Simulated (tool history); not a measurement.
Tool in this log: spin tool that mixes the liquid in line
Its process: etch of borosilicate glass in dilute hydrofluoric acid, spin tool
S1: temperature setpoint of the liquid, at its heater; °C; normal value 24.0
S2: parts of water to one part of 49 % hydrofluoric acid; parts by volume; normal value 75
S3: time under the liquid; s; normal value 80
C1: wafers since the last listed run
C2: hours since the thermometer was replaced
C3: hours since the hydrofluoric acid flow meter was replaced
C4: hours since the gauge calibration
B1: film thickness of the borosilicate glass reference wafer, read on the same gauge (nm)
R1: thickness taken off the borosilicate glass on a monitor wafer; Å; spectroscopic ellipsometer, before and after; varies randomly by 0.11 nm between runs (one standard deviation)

run,hour,S1,S2,S3,C1,C2,C3,C4,B1,R1
1,0.0,24.0,75,80,0,1418.9,1082.4,1246.7,80.02,200.0
2,38.7,24.0,75,80,259,1457.6,1121.1,1285.4,80.02,201.1
3,96.4,24.0,75,80,387,1515.3,1178.8,1343.1,80.00,197.2
4,158.0,24.0,75,80,413,1576.9,1240.4,1404.7,80.01,198.7
5,220.6,24.0,75,80,420,1639.5,1303.0,1467.3,80.02,199.6
6,291.1,24.0,75,80,473,1710.0,1373.5,1537.8,79.98,197.0
7,359.1,24.0,75,80,456,1778.0,1441.5,1605.8,79.96,194.4
8,398.7,24.0,75,80,265,1817.6,1481.1,1645.4,79.99,196.2
9,444.7,24.0,85,80,308,1863.6,1527.1,1691.4,80.04,169.4
10,487.3,27.5,75,125,285,1906.2,1569.7,1734.0,79.98,348.3
11,527.7,20.0,75,105,271,1946.6,1610.1,1774.4,79.94,217.4
12,592.5,24.0,75,80,434,2011.4,1674.9,1839.2,79.99,194.1
13,618.7,25.5,50,40,175,2037.6,1701.1,1865.4,80.06,160.6
14,820.8,28.0,35,80,1356,2239.7,1903.2,2067.5,79.97,512.2
15,862.6,20.0,75,105,280,2281.5,1945.0,2109.3,80.07,212.3
16,912.2,21.0,105,115,332,2331.1,1994.6,2158.9,80.00,166.5
# hour 936.5: gauge calibrated
17,938.6,24.0,75,80,177,2357.5,2021.0,2.1,80.02,190.4
18,974.2,29.0,50,80,238,2393.1,2056.6,37.7,79.99,363.3
# hour 1005.9: thermometer replaced
19,1039.6,24.0,75,80,432,33.7,2122.0,103.1,79.97,202.7
20,1068.0,24.0,75,80,190,62.1,2150.4,131.5,80.02,200.0
21,1107.3,22.0,90,40,263,101.4,2189.7,170.8,79.97,74.9
22,1141.3,24.0,75,80,228,135.4,2223.7,204.8,80.02,198.5
23,1197.0,24.0,75,80,373,191.1,2279.4,260.5,80.04,200.3
# hour 1199.8: hydrofluoric acid flow meter replaced
24,1251.4,28.5,50,50,358,245.5,51.6,314.9,80.05,245.6
25,1304.9,27.0,115,35,359,299.0,105.1,368.4,80.01,64.2
26,1353.9,24.0,75,80,328,348.0,154.1,417.4,80.00,207.7
27,1402.1,24.0,40,95,323,396.2,202.3,465.6,80.01,485.7
28,1460.5,27.0,90,50,391,454.6,260.7,524.0,80.00,118.4
29,1502.8,21.5,75,80,283,496.9,303.0,566.3,80.00,187.8
30,1559.1,21.5,115,45,377,553.2,359.3,622.6,79.98,65.5
31,1601.7,28.0,75,55,285,595.8,401.9,665.2,80.00,167.0
32,1650.6,24.0,75,80,328,644.7,450.8,714.1,79.98,205.4

Exercise: give the hidden state of the tool at every run:
gauge reads high (%): 0 on each run
H1: liquid colder than its thermometer reads (K)
H2: hydrofluoric acid flow below the setpoint (%)
run,H1,H2
1,0.875,2.81
2,0.897,2.9
3,0.931,3.03
4,0.966,3.18
5,1,3.32
6,1.04,3.49
7,1.08,3.65
8,1.1,3.74
9,1.13,3.85
10,1.16,3.95
11,1.18,4.04
12,1.22,4.19
13,1.23,4.25
14,1.35,4.73
15,1.37,4.82
16,1.4,4.94
17,1.41,5
18,1.43,5.08
19,0.0648,5.24
20,0.0811,5.3
21,0.104,5.4
22,0.123,5.47
23,0.155,5.6
24,0.186,0.692
25,0.217,0.817
26,0.245,0.931
27,0.273,1.04
28,0.307,1.18
29,0.331,1.28
30,0.363,1.41
31,0.388,1.51
32,0.416,1.62
